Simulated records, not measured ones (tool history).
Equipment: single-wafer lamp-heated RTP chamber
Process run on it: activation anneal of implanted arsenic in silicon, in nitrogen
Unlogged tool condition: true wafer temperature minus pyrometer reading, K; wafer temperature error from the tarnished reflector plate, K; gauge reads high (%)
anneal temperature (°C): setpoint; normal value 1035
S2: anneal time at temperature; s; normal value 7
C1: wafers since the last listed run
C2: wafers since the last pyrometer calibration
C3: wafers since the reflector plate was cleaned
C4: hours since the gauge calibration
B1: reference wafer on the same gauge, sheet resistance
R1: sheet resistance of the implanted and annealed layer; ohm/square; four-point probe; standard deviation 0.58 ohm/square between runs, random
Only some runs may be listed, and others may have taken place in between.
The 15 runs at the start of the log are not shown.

run 16 hour=806.7 | anneal_temperature_(°C)=1035 S2=11 | C1=754 C2=1044 C3=6431 C4=78.7 | B1=129.03 | R1=99.86
run 17 hour=834.2 | anneal_temperature_(°C)=1027 S2=7 | C1=424 C2=1469 C3=6855 C4=106.2 | B1=128.97 | R1=108.3
run 18 hour=893 | anneal_temperature_(°C)=1027 S2=7 | C1=906 C2=2375 C3=7762 C4=165 | B1=129.23 | R1=108.35
run 19 hour=925.8 | anneal_temperature_(°C)=1035 S2=7 | C1=505 C2=2881 C3=8268 C4=197.8 | B1=128.97 | R1=105.33
run 20 hour=985.6 | anneal_temperature_(°C)=1059 S2=4 | C1=922 C2=3803 C3=9190 C4=257.6 | B1=128.98 | R1=104.8
run 21 hour=1045.9 | anneal_temperature_(°C)=1035 S2=7 | C1=929 C2=4733 C3=10120 C4=317.9 | B1=128.95 | R1=106.06
-- hour=1077.3 reflector plate cleaned
run 22 hour=1109.8 | anneal_temperature_(°C)=1023 S2=11 | C1=862 C2=5595 C3=501 C4=381.8 | B1=129.13 | R1=106.93
run 23 hour=1167.5 | anneal_temperature_(°C)=1048 S2=7 | C1=889 C2=6485 C3=1391 C4=439.5 | B1=128.84 | R1=104.39
run 24 hour=1215.4 | anneal_temperature_(°C)=1024 S2=4 | C1=738 C2=7224 C3=2130 C4=487.4 | B1=128.74 | R1=117.23
run 25 hour=1251.9 | anneal_temperature_(°C)=1018 S2=4 | C1=562 C2=7787 C3=2692 C4=523.9 | B1=129 | R1=118.25
run 26 hour=1280.3 | anneal_temperature_(°C)=1056 S2=9 | C1=437 C2=8225 C3=3130 C4=552.3 | B1=129 | R1=97.4
-- hour=1318.4 pyrometer window cleaned and pyrometer calibrated
run 27 hour=1469.1 | anneal_temperature_(°C)=1057 S2=11 | C1=2788 C2=2323 C3=5919 C4=741.1 | B1=129.07 | R1=93.99
run 28 hour=1506.2 | anneal_temperature_(°C)=1043 S2=11 | C1=572 C2=2895 C3=6491 C4=778.2 | B1=128.83 | R1=98.41
run 29 hour=1558.9 | anneal_temperature_(°C)=1035 S2=10 | C1=812 C2=3708 C3=7304 C4=830.9 | B1=129.12 | R1=102.48
run 30 hour=1618.7 | anneal_temperature_(°C)=1010 S2=9 | C1=922 C2=4630 C3=8226 C4=890.7 | B1=129.21 | R1=111.35
run 31 hour=1676.5 | anneal_temperature_(°C)=1035 S2=9 | C1=891 C2=5521 C3=9117 C4=948.5 | B1=129.07 | R1=103.38
run 32 hour=1710.1 | anneal_temperature_(°C)=1035 S2=7 | C1=518 C2=6039 C3=9635 C4=982.1 | B1=129.02 | R1=105.1
-- hour=1729 reflector plate cleaned
-- hour=1780.3 pyrometer window cleaned and pyrometer calibrated
run 33 hour=1918.9 | anneal_temperature_(°C)=1027 S2=7 | C1=2973 C2=2137 C3=2805 C4=1190.9 | B1=128.91 | R1=109.33
run 34 hour=1970.7 | anneal_temperature_(°C)=1035 S2=11 | C1=798 C2=2936 C3=3604 C4=1242.7 | B1=128.94 | R1=101.21
run 35 hour=2001.7 | anneal_temperature_(°C)=1035 S2=7 | C1=478 C2=3414 C3=4082 C4=1273.7 | B1=129.02 | R1=106.81
run 36 hour=2044.2 | anneal_temperature_(°C)=1035 S2=7 | C1=655 C2=4069 C3=4737 C4=1316.2 | B1=128.95 | R1=107.72
run 37 hour=2097.3 | anneal_temperature_(°C)=1026 S2=7 | C1=818 C2=4888 C3=5556 C4=1369.3 | B1=128.83 | R1=109.13

Forecast each of these 3 alternatives for the next run:
run A hour=2097.7 | anneal_temperature_(°C)=1035 S2=7 | C1=6 C2=4894 C3=5563 C4=1369.7 | B1=? | R1=?
run B hour=2097.7 | anneal_temperature_(°C)=1007 S2=7 | C1=6 C2=4894 C3=5563 C4=1369.7 | B1=? | R1=?
run C hour=2097.7 | anneal_temperature_(°C)=1049 S2=7 | C1=6 C2=4894 C3=5563 C4=1369.7 | B1=? | R1=?

run=A B1=129.13 R1=106.68
run=B B1=129.13 R1=116.15
run=C B1=129.13 R1=102.27
Without the tool's hidden state the same runs would have given:
run=A R1=108.73
run=B R1=118.4
run=C R1=104.22

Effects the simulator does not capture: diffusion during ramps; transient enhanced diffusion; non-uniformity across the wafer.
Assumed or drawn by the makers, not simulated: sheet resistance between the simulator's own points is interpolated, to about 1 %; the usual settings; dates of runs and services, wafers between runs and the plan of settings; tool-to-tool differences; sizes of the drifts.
